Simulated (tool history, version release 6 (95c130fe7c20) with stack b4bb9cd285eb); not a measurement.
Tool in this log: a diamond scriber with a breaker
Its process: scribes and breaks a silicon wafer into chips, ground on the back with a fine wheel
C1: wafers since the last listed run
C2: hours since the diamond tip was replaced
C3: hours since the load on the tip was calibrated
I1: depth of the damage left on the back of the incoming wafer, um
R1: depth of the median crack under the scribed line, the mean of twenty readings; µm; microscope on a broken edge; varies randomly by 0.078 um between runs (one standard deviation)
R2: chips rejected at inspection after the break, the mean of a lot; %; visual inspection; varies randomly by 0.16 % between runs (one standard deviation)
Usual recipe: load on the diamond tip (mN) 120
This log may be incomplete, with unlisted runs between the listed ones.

Run 1, hour 0: usual settings; C1 0; C2 364.9; C3 1466.3; I1 1.74. Result: R1 7.66 µm, R2 3.98 %.
Run 2, hour 34.6: usual settings; C1 131; C2 399.5; C3 1500.9; I1 1.74. Result: R1 7.71 µm, R2 4.06 %.
Run 3, hour 51.5: usual settings; C1 63; C2 416.4; C3 1517.8; I1 2.29. Result: R1 7.68 µm, R2 5.79 %.
Run 4, hour 72.3: usual settings; C1 78; C2 437.2; C3 1538.6; I1 2.11. Result: R1 7.72 µm, R2 4.81 %.
Run 5, hour 91.8: usual settings but load on the diamond tip (mN) 132; C1 73; C2 456.7; C3 1558.1; I1 2.66. Result: R1 7.96 µm, R2 5.26 %.
Run 6, hour 103.9: usual settings but load on the diamond tip (mN) 132; C1 45; C2 468.8; C3 1570.2; I1 2.25. Result: R1 7.93 µm, R2 3.65 %.
Run 7, hour 120.7: usual settings but load on the diamond tip (mN) 132; C1 63; C2 485.6; C3 1587; I1 1.89. Result: R1 8.08 µm, R2 3.32 %.
Run 8, hour 145.1: usual settings; C1 92; C2 510; C3 1611.4; I1 2.7. Result: R1 7.81 µm, R2 7.13 %.
At hour 177.8: diamond tip replaced by a new one.
Run 9, hour 202.7: usual settings but load on the diamond tip (mN) 147; C1 210; C2 24.9; C3 1669; I1 2.83. Result: R1 7.56 µm, R2 7.69 %.
Run 10, hour 277.1: usual settings but load on the diamond tip (mN) 133; C1 281; C2 99.3; C3 1743.4; I1 2.75. Result: R1 7 µm, R2 10.83 %.
At hour 290.7: diamond tip replaced by a new one, repeated, since the last time left the tool worse.
Run 11, hour 301.9: usual settings but load on the diamond tip (mN) 149; C1 86; C2 11.2; C3 1768.2; I1 2.76. Result: R1 9.09 µm, R2 5.48 %.
Run 12, hour 324.1: usual settings but load on the diamond tip (mN) 144; C1 84; C2 33.4; C3 1790.4; I1 2.67. Result: R1 8.92 µm, R2 5.22 %.
At hour 338.7: load on the tip recalibrated.
Run 13, hour 358.7: usual settings but load on the diamond tip (mN) 139; C1 123; C2 68; C3 20; I1 2.9. Result: R1 8.65 µm, R2 5.07 %.
Run 14, hour 385.2: usual settings but load on the diamond tip (mN) 155; C1 100; C2 94.5; C3 46.5; I1 2.46. Result: R1 9.22 µm, R2 4.88 %.
Run 15, hour 412.4: usual settings but load on the diamond tip (mN) 134; C1 103; C2 121.7; C3 73.7; I1 1.77. Result: R1 8.38 µm, R2 2.77 %.
Run 16, hour 431.1: usual settings but load on the diamond tip (mN) 132; C1 70; C2 140.4; C3 92.4; I1 2.22. Result: R1 8.35 µm, R2 3.04 %.
Run 17, hour 520.6: usual settings but load on the diamond tip (mN) 97; C1 338; C2 229.9; C3 181.9; I1 2.81. Result: R1 7.16 µm, R2 10.73 %.

Forecast each of these 4 alternatives for the next run:
Run A, hour 521.1: usual settings but load on the diamond tip (mN) 148; C1 1; C2 230.4; C3 182.4; I1 2.77. Result: R1 ?, R2 ?.
Run B, hour 521.1: usual settings but load on the diamond tip (mN) 110; C1 1; C2 230.4; C3 182.4; I1 2.77. Result: R1 ?, R2 ?.
Run C, hour 521.1: usual settings but load on the diamond tip (mN) 94; C1 1; C2 230.4; C3 182.4; I1 2.77. Result: R1 ?, R2 ?.
Run D, hour 521.1: usual settings but load on the diamond tip (mN) 93; C1 1; C2 230.4; C3 182.4; I1 2.77. Result: R1 ?, R2 ?.

run    R1    R2
  A  8.78  4.29
  B  7.63  6.48
  C  7.11  9.92
  D  7.08  10.2
Had the tool no hidden state, the same runs would have come out as:
run    R1    R2
  A  9.27  5.21
  B  8.05  4.86
  C  7.51  7.12
  D  7.47  7.33
